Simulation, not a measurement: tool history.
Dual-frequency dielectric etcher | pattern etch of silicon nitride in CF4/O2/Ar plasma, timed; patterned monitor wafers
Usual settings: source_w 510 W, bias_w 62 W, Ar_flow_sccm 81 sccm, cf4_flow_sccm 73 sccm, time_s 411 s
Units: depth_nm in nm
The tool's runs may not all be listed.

run	hour	source_w	bias_w	Ar_flow_sccm	cf4_flow_sccm	time_s	wafers since the last listed run	hours since the last wet clean	hours since the last source power generator calibration	hours since the last bias power generator calibration	hours since the last Ar flow controller change	hours since the last CF4 flow controller change	hours since the last upper electrode change	hours since the gauge calibration	read-back reference wafer on the same gauge, depth_nm	depth_nm
1	0.0	510	62	81	60	411	0	242.2	3650.8	1719.7	1081.1	1274.8	5653.2	718.2	749.2	839.2
# hour 39.5: gauge calibrated
2	55.5	510	62	81	60	411	300	297.7	3706.3	1775.2	1136.6	1330.3	5708.7	16.0	747.9	830.4
3	147.9	510	62	81	60	411	500	390.1	3798.7	1867.6	1229.0	1422.7	5801.1	108.4	749.0	816.5
4	198.3	510	62	81	73	411	273	440.5	3849.1	1918.0	1279.4	1473.1	5851.5	158.8	748.9	837.6
# hour 259.3: wet clean of the chamber
5	259.8	510	62	81	73	411	203	0.5	3910.6	1979.5	1340.9	1534.6	5913.0	220.3	749.3	894.9
6	310.2	510	62	81	73	411	273	50.9	3961.0	2029.9	1391.3	1585.0	5963.4	270.7	749.8	886.7
7	342.6	510	62	81	67	411	175	83.3	3993.4	2062.3	1423.7	1617.4	5995.8	303.1	747.7	876.9
# hour 374.9: bias power generator calibrated
# hour 424.5: upper electrode replaced, of another model than before
# hour 439.8: CF4 flow controller replaced
8	484.2	590	49	81	73	411	583	224.9	4135.0	109.3	1565.3	44.4	59.7	444.7	749.8	932.8
9	546.4	590	49	81	73	411	337	287.1	4197.2	171.5	1627.5	106.6	121.9	506.9	749.1	927.7
# hour 552.9: source power generator calibrated
10	617.4	460	48	73	73	411	363	358.1	64.5	242.5	1698.5	177.6	192.9	577.9	750.9	763.3
11	666.5	510	62	97	81	411	266	407.2	113.6	291.6	1747.6	226.7	242.0	627.0	749.7	861.1
# hour 715.2: wet clean of the chamber
12	715.7	510	62	69	73	411	136	0.5	162.8	340.8	1796.8	275.9	291.2	676.2	747.5	887.5
13	730.0	510	76	81	78	411	77	14.8	177.1	355.1	1811.1	290.2	305.5	690.5	752.0	927.0

The next listed run, before its measurement:
14	774.5	510	62	81	73	411	241	59.3	221.6	399.6	1855.6	334.7	350.0	735.0	?	?

read-back reference wafer on the same gauge, depth_nm: 750.8
depth_nm: 869.9 nm
Without the tool's hidden state the same run would have given depth_nm 882.4 nm.
